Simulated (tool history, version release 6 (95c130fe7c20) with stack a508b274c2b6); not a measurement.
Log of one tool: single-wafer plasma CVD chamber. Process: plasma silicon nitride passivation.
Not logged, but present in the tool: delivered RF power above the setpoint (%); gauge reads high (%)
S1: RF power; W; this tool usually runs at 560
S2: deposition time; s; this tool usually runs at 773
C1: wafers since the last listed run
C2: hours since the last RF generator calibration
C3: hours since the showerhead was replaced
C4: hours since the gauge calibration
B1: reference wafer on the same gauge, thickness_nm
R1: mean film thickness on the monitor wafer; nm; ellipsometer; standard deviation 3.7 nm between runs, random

run	hour	S1	S2	C1	C2	C3	C4	B1	R1
1	0.0	470	773	0	1006.5	7199.1	2787.4	879.706	1033.378
2	76.8	470	773	120	1083.3	7275.9	2864.2	880.001	1026.947
# hour 187.6: RF generator calibrated
3	305.8	560	847	345	118.2	7504.9	3093.2	880.534	1178.490
4	407.2	560	847	158	219.6	7606.3	3194.6	879.285	1183.278
5	672.4	560	847	415	484.8	7871.5	3459.8	880.239	1182.912
6	740.5	560	773	106	552.9	7939.6	3527.9	880.545	1082.183
7	787.9	560	773	74	600.3	7987.0	3575.3	880.758	1072.672
8	849.5	560	773	96	661.9	8048.6	3636.9	880.075	1079.489
9	934.1	560	773	132	746.5	8133.2	3721.5	879.447	1067.084
10	1003.0	560	773	107	815.4	8202.1	3790.4	880.441	1071.557
# hour 1068.3: showerhead replaced
11	1086.8	560	773	118	899.2	18.5	3874.2	880.676	1074.437
12	1181.7	560	773	148	994.1	113.4	3969.1	879.738	1059.820
13	1218.3	505	773	57	1030.7	150.0	4005.7	879.829	1040.451
14	1322.3	505	773	162	1134.7	254.0	4109.7	880.656	1041.973
15	1366.9	560	773	69	1179.3	298.6	4154.3	880.541	1065.513
# hour 1381.2: RF generator calibrated
16	1444.4	560	773	108	63.2	376.1	4231.8	879.558	1075.588
17	1547.5	560	773	161	166.3	479.2	4334.9	880.272	1077.748
18	1638.4	560	727	142	257.2	570.1	4425.8	880.946	1022.916
19	1704.8	560	727	103	323.6	636.5	4492.2	878.989	1019.897
20	1919.5	560	726	336	538.3	851.2	4706.9	879.316	1014.350
# hour 2019.7: gauge calibrated
21	2023.4	560	726	162	642.2	955.1	3.7	879.262	1010.882
22	2106.3	660	867	129	725.1	1038.0	86.6	879.406	1244.924
23	2163.5	560	773	89	782.3	1095.2	143.8	879.924	1075.953
24	2267.5	450	697	162	886.3	1199.2	247.8	880.475	923.275
25	2336.6	595	648	108	955.4	1268.3	316.9	879.357	903.568
26	2423.9	515	866	136	1042.7	1355.6	404.2	880.200	1171.011
27	2511.3	645	878	136	1130.1	1443.0	491.6	880.136	1247.404
28	2562.8	450	713	80	1181.6	1494.5	543.1	880.974	941.309
# hour 2594.8: RF generator calibrated
29	2665.2	505	773	147	70.4	1596.9	645.5	879.278	1059.335
30	2710.8	560	773	71	116.0	1642.5	691.1	880.895	1082.935
31	2747.0	560	639	56	152.2	1678.7	727.3	879.669	898.062
32	2801.2	560	773	84	206.4	1732.9	781.5	880.291	1078.530
33	2873.3	480	877	112	278.5	1805.0	853.6	880.526	1176.093
34	2977.6	650	918	163	382.8	1909.3	957.9	879.232	1320.436
35	3081.7	560	732	162	486.9	2013.4	1062.0	879.110	1019.013
36	3126.1	595	773	69	531.3	2057.8	1106.4	880.406	1090.293
37	3185.9	630	675	93	591.1	2117.6	1166.2	880.490	963.908
38	3277.4	650	640	143	682.6	2209.1	1257.7	879.865	917.245
39	3354.4	665	673	120	759.6	2286.1	1334.7	880.266	964.846
40	3444.9	560	773	141	850.1	2376.6	1425.2	880.392	1068.859
41	3495.4	660	688	79	900.6	2427.1	1475.7	879.526	990.940
42	3586.2	660	867	142	991.4	2517.9	1566.5	879.650	1240.972
43	3623.4	605	628	58	1028.6	2555.1	1603.7	878.716	883.384

Hidden condition of the tool, last listed run before each entry between runs versus first listed run after:
Between runs 2 and 3: RF generator calibrated (hour 187.6)
  delivered RF power above the setpoint (%): -7.05 -> -0.758
  measured result minus the result with no hidden state, R1: -15.739 -> -1.887 nm
Between runs 10 and 11: showerhead replaced (hour 1068.3)
  delivered RF power above the setpoint (%): -4.57 -> -5.41
  measured result minus the result with no hidden state, R1: -10.525 -> -12.546 nm
Between runs 15 and 16: RF generator calibrated (hour 1381.2)
  delivered RF power above the setpoint (%): -8.82 -> -0.037
  measured result minus the result with no hidden state, R1: -20.614 -> -0.083 nm
Between runs 20 and 21: gauge calibrated (hour 2019.7)
  delivered RF power above the setpoint (%): -1.71 -> -2.43
  measured result minus the result with no hidden state, R1: -3.680 -> -5.225 nm
Between runs 28 and 29: RF generator calibrated (hour 2594.8)
  delivered RF power above the setpoint (%): -8.19 -> -0.723
  measured result minus the result with no hidden state, R1: -16.857 -> -1.617 nm

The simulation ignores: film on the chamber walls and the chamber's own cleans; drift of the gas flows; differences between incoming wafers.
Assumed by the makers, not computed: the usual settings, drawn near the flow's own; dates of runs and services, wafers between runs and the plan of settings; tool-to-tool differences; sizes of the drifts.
